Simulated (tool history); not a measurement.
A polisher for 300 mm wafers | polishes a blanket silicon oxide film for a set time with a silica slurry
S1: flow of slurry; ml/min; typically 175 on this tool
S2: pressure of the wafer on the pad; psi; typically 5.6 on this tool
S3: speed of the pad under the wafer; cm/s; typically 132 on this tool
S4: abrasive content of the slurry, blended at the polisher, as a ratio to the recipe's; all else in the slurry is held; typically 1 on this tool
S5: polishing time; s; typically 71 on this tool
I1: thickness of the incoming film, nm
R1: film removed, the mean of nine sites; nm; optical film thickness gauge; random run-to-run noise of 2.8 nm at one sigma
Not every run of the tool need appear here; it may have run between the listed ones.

run,hour,S1,S2,S3,S4,S5,I1,R1
1,0,175,5.6,132,1,71,1139.7,414
2,23,175,5.6,156,0.8,71,1135.3,423.1
3,56.4,175,5.6,132,1,71,1132.4,405.3
4,72,175,5.6,132,1,71,1150.3,408.7
# hour 82.8: worn pad replaced by a new one
5,89.6,175,5.6,132,1,71,1142.9,405.3
6,102.7,175,5.6,132,1,71,1130.7,404.8
7,117.5,175,5.6,132,1,71,1122.1,401.8
8,148.9,175,5.6,132,1,71,1130.5,398.2
9,183.3,175,5.6,132,0.9,71,1138.2,381.4
# hour 206.5: slurry blender recalibrated
# hour 218.3: conditioning disc replaced and pad reconditioned
10,218.8,175,5.6,132,1,71,1134.1,414.4
11,251.1,150,5.6,132,1,56,1130.6,312.8
12,268.2,175,5.6,132,1,71,1147.6,409.1
# hour 276.7: head pressure recalibrated
# hour 280.1: worn pad replaced by a new one
13,284.5,175,5.6,132,1,56,1123.3,319
14,316.5,175,5.6,132,1,71,1143,404.6
15,334.6,225,3.7,132,1,71,1134.8,299.7
16,369.5,120,4.5,112,1,71,1145.6,273.5
17,384,175,5.6,102,1,71,1136.8,330.4
18,406.2,235,4.9,132,0.7,71,1118,310.4
# hour 409.2: slurry blender recalibrated
# hour 420.6: slurry nozzle cleaned
# hour 469.8: worn pad replaced by a new one
19,475.7,175,4,152,1.25,85,1154.7,438.4
20,500.5,175,4.7,132,1,71,1140,334.7
# hour 531.9: conditioning disc replaced and pad reconditioned
21,532.4,175,5.6,132,1,71,1145.1,411.1
22,547.5,155,7.1,132,0.75,79,1126.7,478
23,565,175,7.1,132,1,71,1124,506.5
24,582.8,175,7.5,132,1,71,1123.8,522.8

Below are 5 alternative next runs, each starting from the tool's condition after run 24. Predict each:
A,583.3,175,5.6,132,1,71,1146.4,?
B,583.3,120,5.6,160,0.7,81,1146.4,?
C,583.3,155,7.3,132,1.1,47,1146.4,?
D,583.3,135,4.5,132,1,71,1146.4,?
E,583.3,175,5.6,156,1,71,1146.4,?

run,R1
A,410.3
B,424.1
C,345
D,327.5
E,466.8
Take away the tool's hidden state, keep each run's random variation, and the runs would have read:
run,R1
A,419.2
B,435.2
C,354.4
D,333.5
E,478.7

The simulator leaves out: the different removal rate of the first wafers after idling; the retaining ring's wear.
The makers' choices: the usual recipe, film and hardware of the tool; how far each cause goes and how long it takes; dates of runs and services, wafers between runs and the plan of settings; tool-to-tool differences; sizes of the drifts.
